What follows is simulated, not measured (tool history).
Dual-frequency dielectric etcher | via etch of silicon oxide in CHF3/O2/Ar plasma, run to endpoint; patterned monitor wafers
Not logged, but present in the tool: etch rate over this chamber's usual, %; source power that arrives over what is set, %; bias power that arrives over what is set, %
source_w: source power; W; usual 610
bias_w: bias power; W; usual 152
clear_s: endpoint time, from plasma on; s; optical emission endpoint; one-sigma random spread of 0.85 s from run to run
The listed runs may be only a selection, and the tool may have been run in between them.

| run | hour | source_w | bias_w | wafers since the last listed run | hours since the last wet clean | hours since the last source power generator calibration | hours since the last bias power generator calibration | hours since the last upper electrode change | incoming incoming film thickness, nm | clear_s |
|---|---|---|---|---|---|---|---|---|---|---|
| 1 | 0.0 | 610 | 152 | 0 | 369.7 | 2959.6 | 3863.0 | 1864.4 | 506.2 | 276.9 |
| 2 | 24.2 | 610 | 152 | 92 | 393.9 | 2983.8 | 3887.2 | 1888.6 | 501.2 | 276.1 |
| 3 | 90.1 | 610 | 152 | 250 | 459.8 | 3049.7 | 3953.1 | 1954.5 | 507.6 | 279.9 |
|  | 145.8 | wet clean of the chamber |
| 4 | 146.3 | 610 | 142 | 122 | 0.5 | 3105.9 | 4009.3 | 2010.7 | 503.6 | 284.2 |
| 5 | 190.4 | 670 | 134 | 167 | 44.6 | 3150.0 | 4053.4 | 2054.8 | 506.3 | 285.0 |
| 6 | 257.3 | 670 | 134 | 254 | 111.5 | 3216.9 | 4120.3 | 2121.7 | 507.4 | 285.3 |
| 7 | 324.1 | 670 | 134 | 254 | 178.3 | 3283.7 | 4187.1 | 2188.5 | 504.0 | 283.2 |
| 8 | 378.9 | 610 | 141 | 208 | 233.1 | 3338.5 | 4241.9 | 2243.3 | 503.7 | 287.7 |
| 9 | 421.5 | 610 | 141 | 162 | 275.7 | 3381.1 | 4284.5 | 2285.9 | 507.3 | 290.8 |
|  | 451.8 | upper electrode replaced |
| 10 | 478.3 | 610 | 141 | 124 | 332.5 | 3437.9 | 4341.3 | 26.5 | 508.5 | 293.1 |
| 11 | 538.5 | 610 | 167 | 229 | 392.7 | 3498.1 | 4401.5 | 86.7 | 507.1 | 265.1 |
|  | 611.5 | wet clean of the chamber |
| 12 | 612.0 | 520 | 134 | 188 | 0.5 | 3571.6 | 4475.0 | 160.2 | 507.0 | 313.8 |
| 13 | 635.5 | 520 | 134 | 89 | 24.0 | 3595.1 | 4498.5 | 183.7 | 507.9 | 315.9 |
| 14 | 678.2 | 490 | 169 | 162 | 66.7 | 3637.8 | 4541.2 | 226.4 | 505.8 | 283.9 |
| 15 | 719.4 | 550 | 171 | 156 | 107.9 | 3679.0 | 4582.4 | 267.6 | 504.5 | 270.0 |
| 16 | 754.1 | 610 | 152 | 132 | 142.6 | 3713.7 | 4617.1 | 302.3 | 505.2 | 275.2 |
| 17 | 794.9 | 610 | 152 | 155 | 183.4 | 3754.5 | 4657.9 | 343.1 | 510.3 | 280.3 |
|  | 815.8 | source power generator calibrated |
| 18 | 827.9 | 610 | 152 | 110 | 216.4 | 12.1 | 4690.9 | 376.1 | 515.9 | 282.9 |
|  | 866.4 | bias power generator calibrated |
| 19 | 875.4 | 710 | 168 | 165 | 263.9 | 59.6 | 9.0 | 423.6 | 505.2 | 246.9 |
| 20 | 915.7 | 610 | 152 | 153 | 304.2 | 99.9 | 49.3 | 463.9 | 502.8 | 275.9 |
| 21 | 947.7 | 490 | 176 | 121 | 336.2 | 131.9 | 81.3 | 495.9 | 497.8 | 276.8 |
| 22 | 991.6 | 670 | 127 | 167 | 380.1 | 175.8 | 125.2 | 539.8 | 508.4 | 295.8 |
| 23 | 1040.8 | 480 | 152 | 187 | 429.3 | 225.0 | 174.4 | 589.0 | 506.2 | 307.4 |
| 24 | 1076.8 | 610 | 152 | 136 | 465.3 | 261.0 | 210.4 | 625.0 | 503.7 | 277.5 |
| 25 | 1129.7 | 460 | 168 | 201 | 518.2 | 313.9 | 263.3 | 677.9 | 506.3 | 299.1 |
|  | 1188.1 | wet clean of the chamber |
| 26 | 1188.6 | 560 | 133 | 132 | 0.5 | 372.8 | 322.2 | 736.8 | 505.9 | 305.8 |

Consider 3 possible next runs. They are alternatives, not a sequence: every one starts from the tool as it was left by run 26. What does each give?
| A | 1189.1 | 690 | 152 | 1 | 1.0 | 373.3 | 322.7 | 737.3 | 508.9 | ? |
| B | 1189.1 | 470 | 140 | 1 | 1.0 | 373.3 | 322.7 | 737.3 | 508.9 | ? |
| C | 1189.1 | 550 | 186 | 1 | 1.0 | 373.3 | 322.7 | 737.3 | 508.9 | ? |

| run | clear_s |
|---|---|
| A | 264.0 |
| B | 321.6 |
| C | 260.7 |
Without the tool's unlogged condition, the same runs would have read:
| run | clear_s |
|---|---|
| A | 263.6 |
| B | 321.1 |
| C | 260.3 |

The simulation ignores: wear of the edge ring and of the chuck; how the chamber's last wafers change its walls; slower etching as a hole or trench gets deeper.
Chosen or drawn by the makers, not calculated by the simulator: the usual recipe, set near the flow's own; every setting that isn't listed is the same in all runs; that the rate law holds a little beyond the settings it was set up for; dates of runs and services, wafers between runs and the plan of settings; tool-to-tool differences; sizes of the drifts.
